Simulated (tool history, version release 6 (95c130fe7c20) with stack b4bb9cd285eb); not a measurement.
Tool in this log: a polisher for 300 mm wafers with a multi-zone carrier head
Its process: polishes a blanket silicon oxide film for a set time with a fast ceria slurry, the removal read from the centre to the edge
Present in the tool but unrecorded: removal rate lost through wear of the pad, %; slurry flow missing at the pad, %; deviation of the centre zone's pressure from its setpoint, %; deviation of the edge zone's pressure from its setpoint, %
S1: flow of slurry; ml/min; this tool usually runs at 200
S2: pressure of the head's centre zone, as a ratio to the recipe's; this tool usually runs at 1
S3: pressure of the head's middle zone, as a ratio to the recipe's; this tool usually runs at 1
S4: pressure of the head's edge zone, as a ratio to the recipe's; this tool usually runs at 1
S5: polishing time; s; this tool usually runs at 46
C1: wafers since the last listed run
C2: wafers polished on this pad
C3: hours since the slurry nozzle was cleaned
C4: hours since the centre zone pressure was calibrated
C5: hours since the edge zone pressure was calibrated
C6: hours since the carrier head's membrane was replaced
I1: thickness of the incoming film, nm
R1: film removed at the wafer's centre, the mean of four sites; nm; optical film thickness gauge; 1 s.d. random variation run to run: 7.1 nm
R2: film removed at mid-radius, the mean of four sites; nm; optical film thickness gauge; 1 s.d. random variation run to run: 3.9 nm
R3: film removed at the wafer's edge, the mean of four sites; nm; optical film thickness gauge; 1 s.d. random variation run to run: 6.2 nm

run	day	S1	S2	S3	S4	S5	C1	C2	C3	C4	C5	C6	I1	R1	R2	R3
1	0	250	1	0.93	1	46	0	1208	723.2	1294.9	1420.7	92.2	1553.2	597.9	517.4	525.6
2	0.612	200	1	1	1.06	46	147	1355	737.9	1309.6	1435.4	106.9	1599.4	573.8	528.8	509.9
3	1.438	200	1	1	1.06	46	198	1554	757.7	1329.4	1455.2	126.7	1570.7	572.7	524.8	515.3
# day 1.996: worn pad replaced by a new one
# day 2.238: centre zone pressure recalibrated
4	2.462	200	0.97	1	1	46	186	91	782.3	5.4	1479.8	151.3	1577.7	481.7	524.5	508.8
# day 3.354: edge zone pressure recalibrated
5	3.812	180	1.1	1	0.94	46	305	397	814.7	37.8	11	183.7	1587.3	532.8	506.8	487.3
# day 4.658: slurry nozzle cleaned
6	4.85	250	1.03	1	1	46	240	637	4.6	62.7	35.9	208.6	1576.6	582.9	569.7	553.7
7	6.083	220	0.89	1	0.91	46	297	934	34.2	92.3	65.5	238.2	1592.1	485.2	570.3	520.3
8	6.817	200	1	1	1	46	176	1111	51.8	109.9	83.1	255.8	1578	532.2	559.4	537.7
9	7.433	200	1	1	1	46	148	1260	66.6	124.7	97.9	270.6	1599.8	547.4	559.9	526.6
10	8.221	200	1	1.06	1	46	189	1450	85.5	143.6	116.8	289.5	1575.5	539.9	582.7	527.6
# day 8.817: worn pad replaced by a new one
11	8.838	200	1	1.09	1	46	108	5	100.3	158.4	131.6	304.3	1568.4	541	587.3	542.1
12	9.425	200	0.89	1.09	1.05	38	141	146	114.4	172.5	145.7	318.4	1602.2	401.6	483	452.7
13	10.921	200	1.08	0.9	0.93	46	360	507	150.3	208.4	181.6	354.3	1565.8	562.8	512.2	514.3
14	11.508	200	0.89	1.08	1	32	141	649	164.4	222.5	195.7	368.4	1590.8	336.6	405.1	365.2
15	12.021	260	1	0.88	0.92	58	123	772	176.7	234.8	208	380.7	1592.8	719	651.2	654.8
16	13.188	270	0.91	1	1	46	281	1053	204.7	262.8	236	408.7	1573.4	506.6	575.4	534.7
17	13.846	200	1	1	1	46	158	1212	220.5	278.6	251.8	424.5	1574.7	542.4	548.5	528.9
18	15.179	200	1	1	1	46	321	1534	252.5	310.6	283.8	456.5	1604.2	537.8	546.3	517.4
# day 15.858: worn pad replaced by a new one
19	16.033	200	1	1	1	46	165	42	273	331.1	304.3	477	1559.4	542.8	555.6	521.8
20	17.433	200	1	1	1	46	337	380	306.6	364.7	337.9	510.6	1583.6	544.9	545.1	528.4
21	18.417	165	1	1	1	46	237	617	330.2	388.3	361.5	534.2	1585.5	531	525.1	510.1
22	19.492	200	0.96	1.12	1	46	259	876	356	414.1	387.3	560	1575.5	524.3	584.1	520.3

Below are 4 alternative next runs, each starting from the tool's condition after run 22. Predict each:
A	19.508	200	0.89	1	1	46	4	880	356.4	414.5	387.7	560.4	1562	?	?	?
B	19.508	270	0.97	1	1.09	50	4	880	356.4	414.5	387.7	560.4	1562	?	?	?
C	19.508	200	1	1	0.92	46	4	880	356.4	414.5	387.7	560.4	1562	?	?	?
D	19.508	200	1	0.94	1.12	50	4	880	356.4	414.5	387.7	560.4	1562	?	?	?

run	R1	R2	R3
A	481.6	539.8	522.5
B	596.3	609.7	608
C	541.5	539.5	503.6
D	588.4	561.6	598.9
Stripped of hidden state, with their random variation kept, the same runs would have yielded:
run	R1	R2	R3
A	485.7	557.1	534.7
B	596.8	625	619.4
C	546.2	556.8	515.4
D	593.5	579.6	612.9
